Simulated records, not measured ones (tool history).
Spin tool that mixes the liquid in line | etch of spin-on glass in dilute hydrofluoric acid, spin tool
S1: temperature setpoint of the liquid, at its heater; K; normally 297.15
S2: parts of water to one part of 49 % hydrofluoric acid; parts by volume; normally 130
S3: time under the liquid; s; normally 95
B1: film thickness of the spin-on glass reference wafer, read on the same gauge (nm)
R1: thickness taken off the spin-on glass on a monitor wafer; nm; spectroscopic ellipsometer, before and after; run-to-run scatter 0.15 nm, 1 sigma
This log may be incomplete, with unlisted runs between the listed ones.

Run 1, hour 0.0: usual settings but S1 296.15 K; B1 99.99. Result: R1 16.15 nm.
Run 2, hour 51.8: usual settings but S1 299.15 K; B1 100.00. Result: R1 18.46 nm.
Run 3, hour 80.6: usual settings but S1 299.15 K; B1 100.02. Result: R1 18.34 nm.
Run 4, hour 137.6: usual settings but S1 299.15 K; B1 99.99. Result: R1 18.35 nm.
Run 5, hour 180.2: usual settings; B1 99.98. Result: R1 16.94 nm.
Run 6, hour 239.9: usual settings; B1 100.00. Result: R1 16.79 nm.
Run 7, hour 311.6: usual settings; B1 100.05. Result: R1 16.73 nm.
Run 8, hour 337.1: usual settings; B1 99.95. Result: R1 16.79 nm.
Run 9, hour 382.3: usual settings; B1 99.95. Result: R1 16.60 nm.
At hour 483.2: thermometer replaced.
Run 10, hour 517.3: usual settings but S3 65 s; B1 100.01. Result: R1 12.39 nm.
Run 11, hour 578.6: usual settings; B1 100.00. Result: R1 18.25 nm.
Run 12, hour 621.6: usual settings; B1 100.02. Result: R1 18.32 nm.
Run 13, hour 656.8: usual settings but S1 299.65 K, S2 155 parts by volume, S3 125 s; B1 99.98. Result: R1 21.32 nm.
Run 14, hour 709.7: usual settings; B1 100.00. Result: R1 17.84 nm.
At hour 761.3: hydrofluoric acid flow meter replaced.
At hour 768.4: gauge calibrated.
Run 15, hour 772.0: usual settings but S2 150 parts by volume; B1 100.00. Result: R1 15.25 nm.
Run 16, hour 817.0: usual settings; B1 100.04. Result: R1 18.08 nm.
Run 17, hour 885.6: usual settings but S1 301.65 K; B1 99.96. Result: R1 21.63 nm.
Run 18, hour 957.1: usual settings but S1 295.15 K, S2 150 parts by volume, S3 75 s; B1 100.02. Result: R1 11.07 nm.
Run 19, hour 1031.0: usual settings but S2 90 parts by volume; B1 100.02. Result: R1 27.15 nm.

Here are 4 independent what-if runs from the current tool condition. What would each one return?
Run A, hour 1031.4: usual settings but S1 295.15 K; B1 ?. Result: R1 ?.
Run B, hour 1031.4: usual settings but S1 294.65 K, S2 75 parts by volume; B1 ?. Result: R1 ?.
Run C, hour 1031.4: usual settings but S3 50 s; B1 ?. Result: R1 ?.
Run D, hour 1031.4: usual settings but S3 135 s; B1 ?. Result: R1 ?.

run      B1     R1
  A  100.03  16.58
  B  100.03  29.97
  C  100.03   9.44
  D  100.03  25.50
Had the tool no hidden state, the same runs would have come out as:
run     R1
  A  17.20
  B  31.15
  C   9.79
  D  26.44
